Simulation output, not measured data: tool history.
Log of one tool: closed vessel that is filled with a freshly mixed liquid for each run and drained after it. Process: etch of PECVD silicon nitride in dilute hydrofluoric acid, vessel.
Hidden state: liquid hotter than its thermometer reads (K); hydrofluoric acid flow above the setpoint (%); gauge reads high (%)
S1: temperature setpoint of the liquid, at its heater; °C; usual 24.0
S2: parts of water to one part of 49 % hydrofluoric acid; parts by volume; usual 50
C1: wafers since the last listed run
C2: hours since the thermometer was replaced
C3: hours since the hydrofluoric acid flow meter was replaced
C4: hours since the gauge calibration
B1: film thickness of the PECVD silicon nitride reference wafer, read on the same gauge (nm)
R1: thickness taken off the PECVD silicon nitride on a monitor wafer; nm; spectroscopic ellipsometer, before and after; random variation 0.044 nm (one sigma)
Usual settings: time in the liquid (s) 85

run 1 hour=0.0 | S1=24.0 S2=55 time_in_the_liquid_(s)=85 | C1=0 C2=903.8 C3=2005.3 C4=303.7 | B1=49.98 | R1=7.17
run 2 hour=7.8 | S1=24.0 S2=55 time_in_the_liquid_(s)=85 | C1=867 C2=911.6 C3=2013.1 C4=311.5 | B1=49.99 | R1=7.33
-- hour=18.2 gauge calibrated
run 3 hour=18.2 | S1=24.0 S2=50 time_in_the_liquid_(s)=85 | C1=1156 C2=922.0 C3=2023.5 C4=0.0 | B1=50.03 | R1=8.01
run 4 hour=25.9 | S1=24.0 S2=50 time_in_the_liquid_(s)=85 | C1=856 C2=929.7 C3=2031.2 C4=7.7 | B1=50.01 | R1=7.93
run 5 hour=43.0 | S1=24.0 S2=50 time_in_the_liquid_(s)=65 | C1=1901 C2=946.8 C3=2048.3 C4=24.8 | B1=50.00 | R1=6.11
run 6 hour=58.4 | S1=24.0 S2=50 time_in_the_liquid_(s)=65 | C1=1712 C2=962.2 C3=2063.7 C4=40.2 | B1=50.01 | R1=6.12
run 7 hour=69.2 | S1=24.0 S2=65 time_in_the_liquid_(s)=85 | C1=1201 C2=973.0 C3=2074.5 C4=51.0 | B1=49.98 | R1=6.25
run 8 hour=86.9 | S1=24.0 S2=65 time_in_the_liquid_(s)=85 | C1=1968 C2=990.7 C3=2092.2 C4=68.7 | B1=49.98 | R1=6.21
run 9 hour=97.8 | S1=24.0 S2=50 time_in_the_liquid_(s)=85 | C1=1212 C2=1001.6 C3=2103.1 C4=79.6 | B1=50.03 | R1=8.04
-- hour=128.0 hydrofluoric acid flow meter replaced
run 10 hour=145.6 | S1=24.0 S2=50 time_in_the_liquid_(s)=85 | C1=5205 C2=1049.4 C3=17.6 C4=127.4 | B1=49.99 | R1=8.10
run 11 hour=156.2 | S1=24.0 S2=50 time_in_the_liquid_(s)=85 | C1=1178 C2=1060.0 C3=28.2 C4=138.0 | B1=49.97 | R1=8.12
run 12 hour=165.0 | S1=24.0 S2=50 time_in_the_liquid_(s)=85 | C1=978 C2=1068.8 C3=37.0 C4=146.8 | B1=50.02 | R1=8.14
run 13 hour=182.4 | S1=24.0 S2=50 time_in_the_liquid_(s)=85 | C1=1935 C2=1086.2 C3=54.4 C4=164.2 | B1=50.01 | R1=8.16
run 14 hour=199.9 | S1=24.0 S2=50 time_in_the_liquid_(s)=85 | C1=1946 C2=1103.7 C3=71.9 C4=181.7 | B1=49.98 | R1=8.10
run 15 hour=216.4 | S1=24.0 S2=50 time_in_the_liquid_(s)=85 | C1=1835 C2=1120.2 C3=88.4 C4=198.2 | B1=50.01 | R1=8.23
run 16 hour=223.8 | S1=22.0 S2=50 time_in_the_liquid_(s)=125 | C1=823 C2=1127.6 C3=95.8 C4=205.6 | B1=49.99 | R1=10.46
run 17 hour=232.4 | S1=24.0 S2=50 time_in_the_liquid_(s)=85 | C1=956 C2=1136.2 C3=104.4 C4=214.2 | B1=50.04 | R1=8.17
run 18 hour=247.9 | S1=26.5 S2=30 time_in_the_liquid_(s)=85 | C1=1723 C2=1151.7 C3=119.9 C4=229.7 | B1=49.98 | R1=16.06

The next listed run, before its measurement:
run 19 hour=254.8 | S1=24.0 S2=50 time_in_the_liquid_(s)=85 | C1=767 C2=1158.6 C3=126.8 C4=236.6 | B1=? | R1=?

B1: 50.01
R1: 8.25 nm
Without the tool's hidden state the same run would have given R1 6.90 nm.
